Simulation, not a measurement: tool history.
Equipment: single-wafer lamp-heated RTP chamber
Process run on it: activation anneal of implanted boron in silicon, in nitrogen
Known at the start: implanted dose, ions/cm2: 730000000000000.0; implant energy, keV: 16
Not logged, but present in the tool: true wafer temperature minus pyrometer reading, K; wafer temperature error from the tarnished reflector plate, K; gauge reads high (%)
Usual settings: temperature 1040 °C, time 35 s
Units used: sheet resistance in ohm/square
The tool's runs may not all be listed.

| run | day | temperature | time | wafers since the last listed run | wafers since the last pyrometer calibration | wafers since the reflector plate was cleaned | hours since the gauge calibration | read-back reference wafer on the same gauge, sheet resistance | sheet resistance |
|---|---|---|---|---|---|---|---|---|---|
| 1 | 0.000 | 1040 | 35 | 0 | 1440 | 4409 | 42.8 | 127.02 | 153.38 |
| 2 | 0.775 | 1040 | 35 | 317 | 1757 | 4727 | 61.4 | 127.00 | 153.88 |
| 3 | 1.125 | 1040 | 35 | 143 | 1900 | 4870 | 69.8 | 127.03 | 153.33 |
| 4 | 1.388 | 1040 | 35 | 107 | 2008 | 4977 | 76.1 | 127.10 | 153.93 |
| 5 | 3.125 | 1040 | 35 | 711 | 2719 | 5688 | 117.8 | 127.02 | 153.72 |
|  | 3.517 | pyrometer window cleaned and pyrometer calibrated |
| 6 | 3.696 | 1061 | 35 | 97 | 73 | 5786 | 131.5 | 126.93 | 152.80 |
| 7 | 4.400 | 1061 | 35 | 288 | 361 | 6074 | 148.4 | 127.06 | 152.95 |
| 8 | 4.771 | 1061 | 35 | 151 | 513 | 6225 | 157.3 | 126.96 | 152.71 |
| 9 | 5.438 | 1056 | 35 | 272 | 786 | 6498 | 173.3 | 126.95 | 153.09 |
| 10 | 5.888 | 1040 | 47 | 184 | 970 | 6683 | 184.1 | 127.02 | 153.31 |
| 11 | 6.629 | 1040 | 47 | 303 | 1273 | 6986 | 201.9 | 127.00 | 152.89 |
| 12 | 6.954 | 1040 | 47 | 133 | 1406 | 7119 | 209.7 | 127.01 | 152.62 |
|  | 8.246 | reflector plate cleaned |
| 13 | 8.267 | 1040 | 35 | 400 | 1807 | 8 | 241.2 | 126.95 | 153.94 |
| 14 | 8.567 | 1040 | 35 | 122 | 1930 | 131 | 248.4 | 127.10 | 153.85 |
| 15 | 9.246 | 1040 | 45 | 277 | 2208 | 409 | 264.7 | 126.96 | 153.21 |
|  | 9.900 | pyrometer window cleaned and pyrometer calibrated |
| 16 | 9.921 | 1054 | 56 | 139 | 8 | 548 | 280.9 | 126.98 | 151.65 |
| 17 | 11.442 | 1040 | 48 | 622 | 631 | 1171 | 317.4 | 127.01 | 153.19 |
|  | 11.875 | gauge calibrated |
| 18 | 12.033 | 1040 | 35 | 242 | 873 | 1413 | 3.8 | 126.96 | 154.13 |
| 19 | 12.525 | 1040 | 26 | 201 | 1074 | 1614 | 15.6 | 127.06 | 154.84 |
| 20 | 12.875 | 1058 | 27 | 143 | 1217 | 1758 | 24.0 | 127.01 | 153.56 |
| 21 | 13.367 | 1064 | 15 | 201 | 1419 | 1959 | 35.8 | 126.97 | 154.77 |
| 22 | 14.038 | 1020 | 51 | 274 | 1693 | 2233 | 51.9 | 126.98 | 154.60 |
| 23 | 14.708 | 1040 | 35 | 274 | 1968 | 2508 | 68.0 | 126.94 | 153.71 |
| 24 | 15.412 | 1070 | 51 | 288 | 2256 | 2796 | 84.9 | 127.02 | 150.70 |
| 25 | 15.679 | 1028 | 35 | 109 | 2365 | 2905 | 91.3 | 127.01 | 154.83 |
| 26 | 16.104 | 1040 | 35 | 173 | 2539 | 3079 | 101.5 | 127.01 | 154.24 |
|  | 16.496 | pyrometer window cleaned and pyrometer calibrated |
| 27 | 16.746 | 1019 | 35 | 126 | 103 | 3205 | 116.9 | 126.99 | 155.82 |
| 28 | 17.417 | 1021 | 41 | 274 | 377 | 3480 | 133.0 | 126.98 | 155.14 |

The tool's hidden state at each run:
true wafer temperature minus pyrometer reading, K: 0 at every run
wafer temperature error from the tarnished reflector plate, K: 0 at every run
gauge reads high (%): 0 at every run
